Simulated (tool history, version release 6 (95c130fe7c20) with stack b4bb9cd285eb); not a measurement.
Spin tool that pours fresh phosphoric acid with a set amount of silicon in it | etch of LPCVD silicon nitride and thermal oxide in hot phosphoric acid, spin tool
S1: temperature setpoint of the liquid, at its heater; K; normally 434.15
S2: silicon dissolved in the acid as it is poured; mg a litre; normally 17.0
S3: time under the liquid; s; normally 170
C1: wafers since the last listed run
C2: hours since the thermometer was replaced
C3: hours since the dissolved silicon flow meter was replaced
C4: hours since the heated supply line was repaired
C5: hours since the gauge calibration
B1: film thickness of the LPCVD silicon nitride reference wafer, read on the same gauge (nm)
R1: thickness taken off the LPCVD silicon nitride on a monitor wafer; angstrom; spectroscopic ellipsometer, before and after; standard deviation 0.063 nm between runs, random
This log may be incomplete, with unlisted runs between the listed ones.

run 1 hour=0.0 | S1=434.15 S2=17.0 S3=170 | C1=0 C2=206.1 C3=1108.4 C4=765.1 C5=1443.7 | B1=150.00 | R1=156.7
run 2 hour=58.6 | S1=434.15 S2=17.0 S3=170 | C1=420 C2=264.7 C3=1167.0 C4=823.7 C5=1502.3 | B1=149.99 | R1=155.3
run 3 hour=98.8 | S1=434.15 S2=17.0 S3=170 | C1=288 C2=304.9 C3=1207.2 C4=863.9 C5=1542.5 | B1=150.01 | R1=156.1
-- hour=125.1 gauge calibrated
run 4 hour=166.0 | S1=434.15 S2=17.0 S3=170 | C1=482 C2=372.1 C3=1274.4 C4=931.1 C5=40.9 | B1=150.00 | R1=157.1
-- hour=198.5 heated supply line repaired
run 5 hour=216.5 | S1=435.65 S2=21.0 S3=170 | C1=355 C2=422.6 C3=1324.9 C4=18.0 C5=91.4 | B1=150.04 | R1=165.9
run 6 hour=281.9 | S1=435.65 S2=21.0 S3=170 | C1=469 C2=488.0 C3=1390.3 C4=83.4 C5=156.8 | B1=150.00 | R1=165.9
run 7 hour=333.8 | S1=434.15 S2=17.0 S3=170 | C1=372 C2=539.9 C3=1442.2 C4=135.3 C5=208.7 | B1=150.01 | R1=158.8
run 8 hour=361.1 | S1=435.65 S2=7.5 S3=75 | C1=195 C2=567.2 C3=1469.5 C4=162.6 C5=236.0 | B1=150.00 | R1=73.5
run 9 hour=426.7 | S1=434.15 S2=17.0 S3=210 | C1=470 C2=632.8 C3=1535.1 C4=228.2 C5=301.6 | B1=150.01 | R1=196.2
run 10 hour=454.4 | S1=434.15 S2=20.5 S3=170 | C1=198 C2=660.5 C3=1562.8 C4=255.9 C5=329.3 | B1=150.02 | R1=158.7
run 11 hour=494.7 | S1=434.15 S2=25.0 S3=135 | C1=289 C2=700.8 C3=1603.1 C4=296.2 C5=369.6 | B1=150.00 | R1=126.2
-- hour=551.9 thermometer replaced
run 12 hour=565.9 | S1=434.15 S2=28.0 S3=100 | C1=503 C2=14.0 C3=1674.3 C4=367.4 C5=440.8 | B1=150.00 | R1=91.2
run 13 hour=626.0 | S1=436.15 S2=25.0 S3=170 | C1=431 C2=74.1 C3=1734.4 C4=427.5 C5=500.9 | B1=149.98 | R1=165.1
run 14 hour=699.2 | S1=434.15 S2=17.0 S3=170 | C1=525 C2=147.3 C3=1807.6 C4=500.7 C5=574.1 | B1=149.99 | R1=155.7
-- hour=741.5 dissolved silicon flow meter replaced
run 15 hour=753.0 | S1=434.15 S2=17.0 S3=170 | C1=378 C2=201.1 C3=11.5 C4=554.5 C5=627.9 | B1=150.00 | R1=156.1
run 16 hour=789.0 | S1=432.65 S2=24.0 S3=200 | C1=258 C2=237.1 C3=47.5 C4=590.5 C5=663.9 | B1=150.01 | R1=174.8
run 17 hour=814.6 | S1=434.15 S2=25.5 S3=170 | C1=183 C2=262.7 C3=73.1 C4=616.1 C5=689.5 | B1=150.00 | R1=155.6
run 18 hour=876.6 | S1=434.15 S2=17.0 S3=170 | C1=444 C2=324.7 C3=135.1 C4=678.1 C5=751.5 | B1=150.00 | R1=156.8
run 19 hour=945.3 | S1=434.15 S2=17.0 S3=230 | C1=492 C2=393.4 C3=203.8 C4=746.8 C5=820.2 | B1=150.01 | R1=211.1
run 20 hour=969.9 | S1=434.15 S2=17.0 S3=170 | C1=176 C2=418.0 C3=228.4 C4=771.4 C5=844.8 | B1=149.99 | R1=156.2
run 21 hour=1025.6 | S1=432.65 S2=26.0 S3=170 | C1=399 C2=473.7 C3=284.1 C4=827.1 C5=900.5 | B1=149.99 | R1=148.8
run 22 hour=1084.7 | S1=434.15 S2=17.0 S3=170 | C1=424 C2=532.8 C3=343.2 C4=886.2 C5=959.6 | B1=150.01 | R1=158.3

Consider 4 possible next runs. They are alternatives, not a sequence: every one starts from the tool as it was left by run 22. What does each give?
run A hour=1085.2 | S1=434.15 S2=17.0 S3=170 | C1=3 C2=533.3 C3=343.7 C4=886.7 C5=960.1 | B1=? | R1=?
run B hour=1085.2 | S1=436.65 S2=4.5 S3=235 | C1=3 C2=533.3 C3=343.7 C4=886.7 C5=960.1 | B1=? | R1=?
run C hour=1085.2 | S1=431.65 S2=17.0 S3=250 | C1=3 C2=533.3 C3=343.7 C4=886.7 C5=960.1 | B1=? | R1=?
run D hour=1085.2 | S1=432.15 S2=12.0 S3=170 | C1=3 C2=533.3 C3=343.7 C4=886.7 C5=960.1 | B1=? | R1=?

run=A B1=149.96 R1=157.8
run=B B1=149.96 R1=237.0
run=C B1=149.96 R1=213.4
run=D B1=149.96 R1=147.6
Take away the tool's hidden state, keep each run's random variation, and the runs would have read:
run=A R1=153.7
run=B R1=230.9
run=C R1=207.8
run=D R1=143.7
